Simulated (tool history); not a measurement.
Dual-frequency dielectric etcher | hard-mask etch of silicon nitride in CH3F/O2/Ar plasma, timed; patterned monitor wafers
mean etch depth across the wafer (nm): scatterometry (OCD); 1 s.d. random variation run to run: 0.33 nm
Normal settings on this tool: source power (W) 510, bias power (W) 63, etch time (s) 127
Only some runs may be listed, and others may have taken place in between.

run    hour  source power (W)  bias power (W)  etch time (s)  wafers since the last listed run  hours since the last wet clean  hours since the last source power generator calibration  hours since the last bias power generator calibration  hours since the last upper electrode change  hours since the gauge calibration  read-back reference wafer on the same gauge, depth_nm  mean etch depth across the wafer (nm)
  1       0               510              63            127                                 0                             0.5                                                   2150.2                                                 3823.8                                       3079.1                             1498.9                                                   84.2                                   92.1
  2    24.4               570              51            127                               144                            24.9                                                   2174.6                                                 3848.2                                       3103.5                             1523.3                                                   84.2                                   91.4
  3     114               510              63            127                               530                           114.5                                                   2264.2                                                 3937.8                                       3193.1                             1612.9                                                   84.2                                   91.7
  4   208.9               510              63            127                               561                           209.4                                                   2359.1                                                 4032.7                                         3288                             1707.8                                                   84.2                                   91.7
  5   255.9               510              63            127                               278                           256.4                                                   2406.1                                                 4079.7                                         3335                             1754.8                                                   84.2                                   91.6
  6   306.2               510              63            151                               297                           306.7                                                   2456.4                                                   4130                                       3385.3                             1805.1                                                   84.2                                    108
  7   364.7               570              63            127                               346                           365.2                                                   2514.9                                                 4188.5                                       3443.8                             1863.6                                                   84.2                                   98.1
  8   424.3               570              63            127                               352                           424.8                                                   2574.5                                                 4248.1                                       3503.4                             1923.2                                                   84.3                                   97.3
  9   520.3               570              63            127                               568                           520.8                                                   2670.5                                                 4344.1                                       3599.4                             2019.2                                                   84.2                                   97.2
 10   559.7               580              78          105.5                               233                           560.2                                                   2709.9                                                 4383.5                                       3638.8                             2058.6                                                   84.1                                   87.6
 11   595.8               610              76            127                               213                           596.3                                                     2746                                                 4419.6                                       3674.9                             2094.7                                                   84.2                                  108.2
      664.7  -- wet clean of the chamber
 12   684.2               510              63            127                               381                            19.5                                                   2834.4                                                   4508                                       3763.3                             2183.1                                                   84.2                                   91.5
 13   746.4               510              63            127                               368                            81.7                                                   2896.6                                                 4570.2                                       3825.5                             2245.3                                                   84.2                                   90.9
 14   810.1               460              70            159                               376                           145.4                                                   2960.3                                                 4633.9                                       3889.2                               2309                                                   84.1                                  110.9
      927.7  -- bias power generator calibrated
 15  1100.8               590              51            127                              1696                           436.1                                                     3251                                                  173.1                                       4179.9                             2599.7                                                   84.3                                   94.6
 16  1153.1               510              63            127                               309                           488.4                                                   3303.3                                                  225.4                                       4232.2                               2652                                                   84.1                                   93.3
 17    1237               600              63            127                               496                           572.3                                                   3387.2                                                  309.3                                       4316.1                             2735.9                                                   84.2                                  102.1
 18    1320               430              72          113.5                               491                           655.3                                                   3470.2                                                  392.3                                       4399.1                             2818.9                                                   84.2                                   77.7
 19  1360.2               400              52          157.5                               237                           695.5                                                   3510.4                                                  432.5                                       4439.3                             2859.1                                                   84.2                                   91.9
 20  1446.9               560              63            127                               513                           782.2                                                   3597.1                                                  519.2                                         4526                             2945.8                                                   84.2                                   98.8
     1466.4  -- source power generator calibrated
     1475.7  -- wet clean of the chamber
 21    1549               510              63            127                               525                            73.3                                                     82.6                                                  621.3                                       4628.1                             3047.9                                                   84.1                                   92.8
     1604.8  -- gauge calibrated
     1653.4  -- upper electrode replaced
 22  1844.8               440              63            158                              1608                           369.1                                                    378.4                                                  917.1                                        191.4                                240                                                   84.3                                  104.8
 23  1934.4               510              63            162                               530                           458.7                                                      468                                                 1006.7                                          281                              329.6                                                   84.3                                  118.8
 24  2001.6               510              49            127                               397                           525.9                                                    535.2                                                 1073.9                                        348.2                              396.8                                                   84.2                                   85.6
 25  2070.9               450              75          115.5                               410                           595.2                                                    604.5                                                 1143.2                                        417.5                              466.1                                                   84.2                                   83.2
 26  2172.4               510              55            127                               600                           696.7                                                      706                                                 1244.7                                          519                              567.6                                                   84.2                                   88.5
 27    2231               510              63            127                               346                           755.3                                                    764.6                                                 1303.3                                        577.6                              626.2                                                   84.2                                   92.8
     2279.2  -- wet clean of the chamber
 28  2279.7               440              63            127                               146                             0.5                                                    813.3                                                   1352                                        626.3                              674.9                                                   84.2                                   84.3
 29  2328.6               440              63            127                               289                            49.4                                                    862.2                                                 1400.9                                        675.2                              723.8                                                   84.2                                   84.7
 30  2404.3               570              63          151.5                               447                           125.1                                                    937.9                                                 1476.6                                        750.9                              799.5                                                   84.1                                  118.9

Here are 4 independent what-if runs from the current tool condition. What would each one return?
  A  2404.8               510              63            127                                 2                           125.6                                                    938.4                                                 1477.1                                        751.4                                800                                                      ?                                      ?
  B  2404.8               410              73            127                                 2                           125.6                                                    938.4                                                 1477.1                                        751.4                                800                                                      ?                                      ?
  C  2404.8               620              78          144.5                                 2                           125.6                                                    938.4                                                 1477.1                                        751.4                                800                                                      ?                                      ?
  D  2404.8               410              59            150                                 2                           125.6                                                    938.4                                                 1477.1                                        751.4                                800                                                      ?                                      ?

run  read-back reference wafer on the same gauge, depth_nm  mean etch depth across the wafer (nm)
  A                                                   84.2                                     92
  B                                                   84.2                                     84
  C                                                   84.2                                  126.3
  D                                                   84.2                                     92
The same runs, with their run-to-run variation unchanged, on a tool lacking any hidden condition would have given:
run  mean etch depth across the wafer (nm)
  A                                     92
  B                                   83.9
  C                                  126.3
  D                                   91.9

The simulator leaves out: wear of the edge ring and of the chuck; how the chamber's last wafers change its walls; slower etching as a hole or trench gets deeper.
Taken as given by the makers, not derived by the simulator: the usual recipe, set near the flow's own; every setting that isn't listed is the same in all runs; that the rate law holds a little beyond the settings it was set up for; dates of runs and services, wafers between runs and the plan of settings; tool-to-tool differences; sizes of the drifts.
